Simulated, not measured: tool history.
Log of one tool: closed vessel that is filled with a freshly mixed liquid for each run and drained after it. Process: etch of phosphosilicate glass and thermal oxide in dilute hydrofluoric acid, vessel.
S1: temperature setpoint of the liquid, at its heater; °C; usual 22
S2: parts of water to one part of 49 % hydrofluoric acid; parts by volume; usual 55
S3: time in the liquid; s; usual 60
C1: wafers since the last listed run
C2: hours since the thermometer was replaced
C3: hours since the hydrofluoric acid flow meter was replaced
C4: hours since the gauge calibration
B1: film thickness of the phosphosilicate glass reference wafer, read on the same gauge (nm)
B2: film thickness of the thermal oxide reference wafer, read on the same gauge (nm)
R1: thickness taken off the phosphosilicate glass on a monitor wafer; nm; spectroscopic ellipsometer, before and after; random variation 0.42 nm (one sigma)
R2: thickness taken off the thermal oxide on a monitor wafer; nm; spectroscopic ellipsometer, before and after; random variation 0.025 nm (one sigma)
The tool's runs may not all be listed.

run 1 day=0 | S1=20 S2=55 S3=45 | C1=0 C2=293.6 C3=728.8 C4=373.2 | B1=40.02 B2=40.008 | R1=42.72 R2=3.182
run 2 day=0.508 | S1=22 S2=55 S3=60 | C1=1382 C2=305.8 C3=741 C4=385.4 | B1=39.99 B2=39.978 | R1=61.93 R2=4.619
run 3 day=1.525 | S1=22 S2=55 S3=60 | C1=2765 C2=330.2 C3=765.4 C4=409.8 | B1=40.01 B2=39.995 | R1=62.14 R2=4.586
run 4 day=4.625 | S1=22 S2=65 S3=35 | C1=8431 C2=404.6 C3=839.8 C4=484.2 | B1=40.01 B2=40.004 | R1=30.4 R2=2.208
run 5 day=5.417 | S1=22 S2=55 S3=60 | C1=2153 C2=423.6 C3=858.8 C4=503.2 | B1=39.97 B2=39.994 | R1=62.34 R2=4.626
-- day=7.842 thermometer replaced
run 6 day=8.029 | S1=22 S2=55 S3=50 | C1=6992 C2=4.5 C3=921.5 C4=565.9 | B1=40.02 B2=39.99 | R1=51.52 R2=3.799
run 7 day=8.817 | S1=22 S2=55 S3=60 | C1=2141 C2=23.4 C3=940.4 C4=584.8 | B1=40 B2=39.99 | R1=61.74 R2=4.606
run 8 day=9.9 | S1=22 S2=55 S3=60 | C1=2946 C2=49.4 C3=966.4 C4=610.8 | B1=40.01 B2=39.977 | R1=61.2 R2=4.551
run 9 day=10.733 | S1=22 S2=55 S3=60 | C1=2266 C2=69.4 C3=986.4 C4=630.8 | B1=39.99 B2=40.009 | R1=62.46 R2=4.581
-- day=11.171 gauge calibrated
run 10 day=11.938 | S1=25 S2=55 S3=85 | C1=3275 C2=98.3 C3=1015.3 C4=18.4 | B1=40.01 B2=40.006 | R1=99.69 R2=7.31
-- day=11.983 hydrofluoric acid flow meter replaced
run 11 day=13.242 | S1=22 S2=55 S3=60 | C1=3433 C2=129.6 C3=30.2 C4=49.7 | B1=39.98 B2=39.98 | R1=61.49 R2=4.543
run 12 day=14.617 | S1=19.5 S2=70 S3=50 | C1=3739 C2=162.6 C3=63.2 C4=82.7 | B1=40.03 B2=39.988 | R1=35.71 R2=2.641
run 13 day=15.679 | S1=22 S2=55 S3=60 | C1=2889 C2=188.1 C3=88.7 C4=108.2 | B1=40.02 B2=40.03 | R1=62.21 R2=4.595
run 14 day=16.575 | S1=22 S2=55 S3=60 | C1=2436 C2=209.6 C3=110.2 C4=129.7 | B1=40.01 B2=39.968 | R1=62.2 R2=4.578
run 15 day=18.004 | S1=24 S2=65 S3=60 | C1=3886 C2=243.9 C3=144.5 C4=164 | B1=40.01 B2=39.999 | R1=56.26 R2=4.176
run 16 day=18.946 | S1=18 S2=45 S3=40 | C1=2561 C2=266.5 C3=167.1 C4=186.6 | B1=40 B2=40.007 | R1=42.9 R2=3.187
run 17 day=19.558 | S1=22 S2=55 S3=35 | C1=1665 C2=281.2 C3=181.8 C4=201.3 | B1=39.97 B2=39.982 | R1=36.17 R2=2.664
run 18 day=20.117 | S1=22 S2=70 S3=40 | C1=1518 C2=294.6 C3=195.2 C4=214.7 | B1=40.02 B2=40.001 | R1=31.77 R2=2.333
run 19 day=21.458 | S1=19 S2=55 S3=60 | C1=3649 C2=326.8 C3=227.4 C4=246.9 | B1=40.01 B2=40.01 | R1=53.99 R2=4.019
run 20 day=22.046 | S1=22 S2=55 S3=60 | C1=1597 C2=340.9 C3=241.5 C4=261 | B1=40 B2=39.994 | R1=61.51 R2=4.554
run 21 day=22.575 | S1=18.5 S2=70 S3=85 | C1=1439 C2=353.6 C3=254.2 C4=273.7 | B1=39.97 B2=39.997 | R1=58.73 R2=4.273
run 22 day=23.4 | S1=23.5 S2=85 S3=75 | C1=2243 C2=373.4 C3=274 C4=293.5 | B1=40.01 B2=39.993 | R1=51.87 R2=3.817

What the log doesn't show, run by run:
liquid hotter than its thermometer reads (K): 0 in every run
hydrofluoric acid flow below the setpoint (%): 0 in every run
gauge reads high (%): 0 in every run
